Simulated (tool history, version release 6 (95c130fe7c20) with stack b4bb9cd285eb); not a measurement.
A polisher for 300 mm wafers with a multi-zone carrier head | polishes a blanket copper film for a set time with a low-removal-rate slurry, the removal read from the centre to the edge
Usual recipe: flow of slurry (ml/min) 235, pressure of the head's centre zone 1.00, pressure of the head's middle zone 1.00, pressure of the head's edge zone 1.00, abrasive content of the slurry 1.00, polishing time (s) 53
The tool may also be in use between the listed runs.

| run | hour | flow of slurry (ml/min) | pressure of the head's centre zone | pressure of the head's middle zone | pressure of the head's edge zone | abrasive content of the slurry | polishing time (s) | incoming thickness of the incoming film, nm | film removed at the wafer's centre (angstrom) | film removed at mid-radius (angstrom) | film removed at the wafer's edge (angstrom) |
|---|---|---|---|---|---|---|---|---|---|---|---|
| 1 | 0.0 | 235 | 1.00 | 1.00 | 0.91 | 1.00 | 53 | 645.2 | 1599 | 1612 | 1561 |
|  | 24.3 | edge zone pressure recalibrated |
| 2 | 24.8 | 235 | 1.00 | 1.00 | 1.00 | 1.00 | 53 | 647.3 | 1530 | 1563 | 1597 |
|  | 44.7 | slurry nozzle cleaned |
|  | 53.6 | worn pad replaced by a new one |
| 3 | 54.1 | 235 | 0.92 | 1.00 | 1.00 | 1.00 | 53 | 647.1 | 1597 | 1711 | 1737 |
| 4 | 71.8 | 235 | 1.00 | 1.00 | 1.00 | 1.00 | 53 | 643.4 | 1671 | 1715 | 1690 |
| 5 | 90.9 | 235 | 1.00 | 1.00 | 1.00 | 1.00 | 53 | 627.2 | 1683 | 1694 | 1704 |
| 6 | 108.2 | 185 | 1.00 | 0.92 | 0.97 | 1.00 | 66 | 644.3 | 2020 | 1885 | 1987 |
| 7 | 137.9 | 310 | 0.96 | 0.94 | 1.00 | 1.00 | 47 | 634.8 | 1467 | 1430 | 1488 |
|  | 148.7 | carrier head's membrane replaced by a new one |
| 8 | 154.8 | 235 | 1.00 | 0.95 | 1.00 | 1.00 | 53 | 630.0 | 1641 | 1557 | 1636 |
| 9 | 176.4 | 195 | 1.00 | 1.00 | 1.00 | 1.25 | 53 | 641.3 | 1657 | 1680 | 1710 |
| 10 | 207.6 | 235 | 1.00 | 1.00 | 1.00 | 1.00 | 53 | 641.5 | 1547 | 1541 | 1540 |
|  | 224.3 | worn pad replaced by a new one |
| 11 | 229.3 | 235 | 0.92 | 1.00 | 1.11 | 1.00 | 40 | 628.7 | 1140 | 1224 | 1291 |
| 12 | 252.3 | 235 | 1.03 | 0.96 | 1.00 | 1.00 | 43 | 629.6 | 1272 | 1223 | 1288 |
|  | 262.5 | slurry nozzle cleaned |
| 13 | 268.5 | 235 | 1.00 | 1.00 | 1.00 | 1.00 | 38 | 647.5 | 1194 | 1209 | 1204 |
|  | 298.9 | centre zone pressure recalibrated |
| 14 | 299.4 | 165 | 1.00 | 0.89 | 0.97 | 1.15 | 53 | 636.8 | 1640 | 1536 | 1671 |
| 15 | 323.9 | 235 | 1.00 | 1.00 | 1.00 | 1.00 | 53 | 631.7 | 1669 | 1623 | 1645 |
| 16 | 340.9 | 235 | 1.00 | 1.00 | 1.00 | 0.85 | 38 | 634.9 | 1087 | 1134 | 1111 |
| 17 | 364.7 | 310 | 0.96 | 0.94 | 1.00 | 1.00 | 47 | 631.7 | 1425 | 1377 | 1479 |
|  | 381.1 | worn pad replaced by a new one |
| 18 | 384.6 | 180 | 1.00 | 1.03 | 1.00 | 1.00 | 53 | 642.2 | 1590 | 1679 | 1647 |
| 19 | 399.7 | 235 | 0.97 | 1.07 | 1.00 | 1.00 | 53 | 643.4 | 1633 | 1768 | 1656 |
| 20 | 434.8 | 235 | 1.00 | 1.00 | 1.09 | 1.00 | 53 | 644.6 | 1617 | 1615 | 1725 |
| 21 | 470.3 | 235 | 1.00 | 0.95 | 1.00 | 1.00 | 53 | 640.3 | 1536 | 1511 | 1564 |

Hidden state, per run?
deviation of the centre zone's pressure from its setpoint, %: 0, the same for each run
deviation of the edge zone's pressure from its setpoint, %: 0, the same for each run
H1: removal rate lost through wear of the pad, %
H2: slurry flow missing at the pad, %
| run | H1 | H2 |
|---|---|---|
| 1 | 4.23 | 19.5 |
| 2 | 5.88 | 26.3 |
| 3 | 0.0275 | 7.26 |
| 4 | 0.108 | 7.87 |
| 5 | 0.367 | 9.2 |
| 6 | 0.755 | 11 |
| 7 | 1.76 | 15.4 |
| 8 | 2.53 | 18.7 |
| 9 | 3.71 | 23.6 |
| 10 | 5.82 | 32.3 |
| 11 | 0.523 | 39.5 |
| 12 | 0.709 | 48 |
| 13 | 0.995 | 1.07 |
| 14 | 1.89 | 2.33 |
| 15 | 2.94 | 4.61 |
| 16 | 3.84 | 6.87 |
| 17 | 5.33 | 10.9 |
| 18 | 0.593 | 15.2 |
| 19 | 0.674 | 18.9 |
| 20 | 1.29 | 29.2 |
| 21 | 2.53 | 42 |
